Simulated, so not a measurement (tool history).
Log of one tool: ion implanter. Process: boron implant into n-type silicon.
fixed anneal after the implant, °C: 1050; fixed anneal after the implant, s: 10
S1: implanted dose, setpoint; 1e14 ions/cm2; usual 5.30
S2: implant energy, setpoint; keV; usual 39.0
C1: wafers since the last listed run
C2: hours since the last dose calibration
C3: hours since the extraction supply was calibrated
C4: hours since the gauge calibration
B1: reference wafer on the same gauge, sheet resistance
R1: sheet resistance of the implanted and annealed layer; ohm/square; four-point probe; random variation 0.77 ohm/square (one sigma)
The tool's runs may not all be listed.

run	day	S1	S2	C1	C2	C3	C4	B1	R1
1	0.000	5.30	39.0	0	1117.8	2737.3	178.3	173.15	183.72
2	0.683	5.30	39.0	553	1134.2	2753.7	194.7	173.06	182.77
3	1.983	5.30	39.0	1053	1165.4	2784.9	225.9	172.99	183.13
4	6.388	5.30	39.0	3568	1271.1	2890.6	331.6	172.92	181.11
5	7.108	5.30	39.0	583	1288.4	2907.9	348.9	173.13	180.82
6	7.888	5.30	39.0	631	1307.1	2926.6	367.6	173.42	180.96
7	8.388	5.30	39.0	405	1319.1	2938.6	379.6	173.16	181.55
8	9.462	5.30	39.0	870	1344.9	2964.4	405.4	173.39	180.23
9	10.812	5.30	39.0	1093	1377.3	2996.8	437.8	172.94	179.75
10	14.288	5.30	39.0	2815	1460.7	3080.2	521.2	172.93	178.97
11	14.883	5.30	39.0	482	1475.0	3094.5	535.5	172.70	180.68
12	15.938	5.30	39.0	854	1500.3	3119.8	560.8	173.15	180.52
13	16.667	4.43	39.0	590	1517.8	3137.3	578.3	172.84	209.22
14	20.521	5.30	39.0	3122	1610.3	3229.8	670.8	172.96	178.30
# day 20.583: gauge calibrated
15	21.504	4.51	49.5	796	1633.9	3253.4	22.1	172.89	199.39
# day 22.396: extraction supply calibrated
16	23.050	5.30	39.0	982	1671.0	15.7	59.2	173.17	178.52
# day 24.454: Faraday cup replaced and dose calibrated
17	24.475	4.10	50.5	884	0.5	49.9	93.4	173.17	221.49
18	24.871	4.57	39.0	320	10.0	59.4	102.9	173.04	207.77
19	25.492	4.48	39.0	502	24.9	74.3	117.8	173.08	210.77
20	26.683	6.67	34.0	965	53.5	102.9	146.4	172.73	155.97
21	27.242	6.12	48.5	452	66.9	116.3	159.8	172.95	159.67
22	28.608	6.15	49.0	1107	99.7	149.1	192.6	172.79	158.86
23	29.888	4.47	32.5	1036	130.4	179.8	223.3	173.27	215.79
24	31.375	4.01	46.5	1205	166.1	215.5	259.0	173.06	227.54
25	32.596	5.30	27.0	989	195.4	244.8	288.3	173.03	192.08
26	33.362	4.43	39.0	621	213.8	263.2	306.7	173.02	213.29
27	34.550	5.30	39.0	962	242.3	291.7	335.2	172.94	183.76
28	35.842	5.30	39.0	1046	273.3	322.7	366.2	172.63	182.77
29	36.554	5.30	39.0	577	290.4	339.8	383.3	173.16	183.72
30	38.050	3.74	48.0	1211	326.3	375.7	419.2	173.08	240.05

What the log doesn't show, run by run:
deviation of the true energy from its setpoint, %: 0 in every run
gauge reads high (%): 0 in every run
H1: deviation of the true dose from the Faraday cup's reading, %
run	H1
1	1.7
2	1.76
3	1.87
4	2.28
5	2.35
6	2.43
7	2.48
8	2.59
9	2.73
10	3.1
11	3.17
12	3.29
13	3.37
14	3.83
15	3.95
16	4.15
17	0.398
18	0.399
19	0.399
20	0.403
21	0.405
22	0.414
23	0.425
24	0.442
25	0.459
26	0.471
27	0.491
28	0.517
29	0.532
30	0.567
